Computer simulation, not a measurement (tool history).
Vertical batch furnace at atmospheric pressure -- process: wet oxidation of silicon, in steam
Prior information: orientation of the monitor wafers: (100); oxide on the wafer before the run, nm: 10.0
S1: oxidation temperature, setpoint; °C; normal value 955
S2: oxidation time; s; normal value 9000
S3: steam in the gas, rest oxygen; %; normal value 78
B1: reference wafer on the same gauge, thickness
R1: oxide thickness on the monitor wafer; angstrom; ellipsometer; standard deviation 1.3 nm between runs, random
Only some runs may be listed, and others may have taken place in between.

run 1 day=0 | S1=955 S2=9000 S3=78 | B1=541.13 | R1=4724.8
run 2 day=1.288 | S1=955 S2=9000 S3=78 | B1=541.2 | R1=4726.3
run 3 day=1.883 | S1=955 S2=9000 S3=78 | B1=540.35 | R1=4748.9
run 4 day=3.288 | S1=955 S2=9000 S3=78 | B1=541.34 | R1=4747
run 5 day=3.992 | S1=955 S2=9000 S3=78 | B1=541.33 | R1=4744.7
run 6 day=4.508 | S1=955 S2=9000 S3=78 | B1=541.47 | R1=4740.9
run 7 day=5.533 | S1=955 S2=9000 S3=78 | B1=541.44 | R1=4754.5
run 8 day=6.162 | S1=955 S2=9000 S3=78 | B1=540.99 | R1=4742.6
run 9 day=6.917 | S1=955 S2=9000 S3=78 | B1=540.81 | R1=4739.1
run 10 day=8.017 | S1=955 S2=9000 S3=78 | B1=541.1 | R1=4765
run 11 day=8.733 | S1=955 S2=9000 S3=78 | B1=541.3 | R1=4732.2
run 12 day=9.288 | S1=955 S2=9000 S3=78 | B1=541.18 | R1=4753.5
run 13 day=10.138 | S1=955 S2=9000 S3=78 | B1=540.76 | R1=4775.6
run 14 day=12.446 | S1=955 S2=9000 S3=78 | B1=541.24 | R1=4730.6
run 15 day=13.154 | S1=955 S2=9000 S3=78 | B1=541.02 | R1=4750.4
run 16 day=16.012 | S1=955 S2=9000 S3=78 | B1=540.97 | R1=4754.5
run 17 day=16.312 | S1=955 S2=4830 S3=75 | B1=540.23 | R1=2931.1
run 18 day=16.608 | S1=970 S2=4800 S3=70 | B1=540.89 | R1=3145.2
run 19 day=18.933 | S1=955 S2=6690 S3=78 | B1=540.87 | R1=3850.7
run 20 day=19.954 | S1=964 S2=11850 S3=78 | B1=541.28 | R1=6115.6
run 21 day=20.792 | S1=938 S2=7530 S3=86 | B1=540.46 | R1=3890.7
run 22 day=21.608 | S1=940 S2=12630 S3=72 | B1=540.98 | R1=5055.4
run 23 day=22.929 | S1=955 S2=9000 S3=78 | B1=541.14 | R1=4755.9
run 24 day=24.154 | S1=955 S2=9000 S3=75 | B1=540.59 | R1=4602.2
run 25 day=25.862 | S1=955 S2=9000 S3=78 | B1=540.6 | R1=4737.8
run 26 day=26.879 | S1=955 S2=9000 S3=72 | B1=540.65 | R1=4488.7
run 27 day=27.596 | S1=955 S2=9000 S3=78 | B1=540.57 | R1=4730.4
run 28 day=28.171 | S1=955 S2=6060 S3=89 | B1=540.56 | R1=3928.5
run 29 day=29.404 | S1=955 S2=9000 S3=78 | B1=540.82 | R1=4737.2
run 30 day=30.862 | S1=955 S2=9000 S3=78 | B1=540.97 | R1=4751.4
run 31 day=31.617 | S1=946 S2=6660 S3=78 | B1=541.3 | R1=3524.6
run 32 day=32.625 | S1=955 S2=9000 S3=78 | B1=540.76 | R1=4752.6

Between the runs listed above, the log contained 3 entries, not reproduced here. Where in the sequence does each belong, and how does what the log doesn't record of the tool's condition differ from the listed run before to the listed run after?
Between runs 15 and 16: thermocouples replaced and temperature profile calibrated (day 15.992)
  nothing in the hidden state changes from one run to the other
Between runs 19 and 20: gauge calibrated (day 19.921)
  nothing in the hidden state changes from one run to the other
Between runs 24 and 25: steam generator serviced (day 25.842)
  nothing in the hidden state changes from one run to the other
